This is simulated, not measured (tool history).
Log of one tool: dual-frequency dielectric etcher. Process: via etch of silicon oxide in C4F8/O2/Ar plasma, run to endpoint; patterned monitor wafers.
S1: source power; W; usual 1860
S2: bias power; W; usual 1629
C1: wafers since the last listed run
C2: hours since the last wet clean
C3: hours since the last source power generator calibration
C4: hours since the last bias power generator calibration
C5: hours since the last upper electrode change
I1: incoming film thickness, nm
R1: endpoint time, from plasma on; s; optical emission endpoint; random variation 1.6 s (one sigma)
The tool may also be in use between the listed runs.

run	hour	S1	S2	C1	C2	C3	C4	C5	I1	R1
1	0.0	1500	1629	0	441.8	1563.8	1675.0	6252.7	1538.2	351.1
2	8.2	1860	1629	57	450.0	1572.0	1683.2	6260.9	1539.7	320.0
3	25.7	1860	1629	123	467.5	1589.5	1700.7	6278.4	1534.1	324.1
4	41.8	2210	1896	113	483.6	1605.6	1716.8	6294.5	1556.3	295.9
5	56.9	1860	1629	106	498.7	1620.7	1731.9	6309.6	1533.4	323.3
6	65.1	1860	1629	57	506.9	1628.9	1740.1	6317.8	1531.0	323.8
# hour 100.0: upper electrode replaced, of another model than before
# hour 103.8: wet clean of the chamber
7	104.3	1860	1629	80	0.5	1668.1	1779.3	4.3	1539.6	310.3
8	107.3	2170	1812	21	3.5	1671.1	1782.3	7.3	1539.5	279.4
9	118.5	2170	1812	78	14.7	1682.3	1793.5	18.5	1538.9	277.8
# hour 128.4: bias power generator calibrated
10	134.9	1650	1494	87	31.1	1698.7	6.5	34.9	1519.9	335.2
11	148.8	2120	1823	97	45.0	1712.6	20.4	48.8	1550.8	286.1
12	160.2	1860	1629	80	56.4	1724.0	31.8	60.2	1542.9	312.4
13	175.2	2080	1629	105	71.4	1739.0	46.8	75.2	1529.4	293.0
14	190.3	1500	1629	106	86.5	1754.1	61.9	90.3	1543.5	351.6
15	201.7	1500	1629	80	97.9	1765.5	73.3	101.7	1550.7	350.8
# hour 212.9: source power generator calibrated
16	215.7	2280	1938	70	111.9	2.8	87.3	115.7	1529.0	268.5
17	256.8	1860	1464	289	153.0	43.9	128.4	156.8	1539.1	324.9
18	271.7	1860	1240	104	167.9	58.8	143.3	171.7	1545.7	340.5

Forecast each of these 3 alternatives for the next run:
A	272.2	2300	1629	3	168.4	59.3	143.8	172.2	1552.5	?
B	272.2	2260	1443	3	168.4	59.3	143.8	172.2	1552.5	?
C	272.2	1670	1785	3	168.4	59.3	143.8	172.2	1552.5	?

run	R1
A	287.2
B	299.4
C	326.1
Without the tool's hidden state the same runs would have given:
run	R1
A	282.0
B	294.0
C	320.2
